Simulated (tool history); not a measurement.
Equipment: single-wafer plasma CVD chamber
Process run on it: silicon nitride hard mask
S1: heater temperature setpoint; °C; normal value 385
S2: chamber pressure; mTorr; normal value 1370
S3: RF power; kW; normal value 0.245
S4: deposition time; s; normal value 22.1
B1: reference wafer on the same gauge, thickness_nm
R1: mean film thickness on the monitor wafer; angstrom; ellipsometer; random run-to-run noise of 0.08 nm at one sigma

run 1 hour=0 | S1=385 S2=1370 S3=0.255 S4=22.1 | B1=23.108 | R1=214.47
run 2 hour=55.3 | S1=385 S2=1610 S3=0.245 S4=22.1 | B1=23.073 | R1=221.58
run 3 hour=80.8 | S1=385 S2=1610 S3=0.245 S4=22.1 | B1=23.104 | R1=222.36
run 4 hour=118.9 | S1=385 S2=1610 S3=0.245 S4=22.1 | B1=23.092 | R1=221.87
run 5 hour=154.2 | S1=385 S2=1370 S3=0.245 S4=22.1 | B1=23.104 | R1=208.3
run 6 hour=183.2 | S1=385 S2=1370 S3=0.245 S4=22.1 | B1=23.107 | R1=208.66
run 7 hour=214.3 | S1=385 S2=1370 S3=0.245 S4=22.1 | B1=23.093 | R1=208.2
-- hour=229.1 gauge calibrated
run 8 hour=292.8 | S1=385 S2=1370 S3=0.245 S4=22.1 | B1=23.132 | R1=208.02
-- hour=414.9 RF generator calibrated
run 9 hour=456.8 | S1=385 S2=1370 S3=0.245 S4=22.1 | B1=23.087 | R1=211.7
run 10 hour=506 | S1=385 S2=1370 S3=0.245 S4=22.1 | B1=23.072 | R1=211.69
run 11 hour=540.9 | S1=377 S2=1370 S3=0.29 S4=22.1 | B1=23.107 | R1=245.36
run 12 hour=700.1 | S1=375 S2=1170 S3=0.21 S4=26.2 | B1=23.1 | R1=203.1
run 13 hour=740.5 | S1=395 S2=1370 S3=0.28 S4=22.1 | B1=23.095 | R1=234.38
run 14 hour=776.4 | S1=385 S2=1610 S3=0.245 S4=22.1 | B1=23.098 | R1=226.73
run 15 hour=810 | S1=385 S2=1370 S3=0.245 S4=22.1 | B1=23.103 | R1=211.67

Estimate the outcome of run 16 from the log above:
run 16 hour=847.9 | S1=385 S2=1370 S3=0.245 S4=22.1 | B1=? | R1=?

{"run 16": {"B1": 23.097, "R1": 211.09}}
With no hidden state in the tool, this same run would have given R1 211.85 angstrom.

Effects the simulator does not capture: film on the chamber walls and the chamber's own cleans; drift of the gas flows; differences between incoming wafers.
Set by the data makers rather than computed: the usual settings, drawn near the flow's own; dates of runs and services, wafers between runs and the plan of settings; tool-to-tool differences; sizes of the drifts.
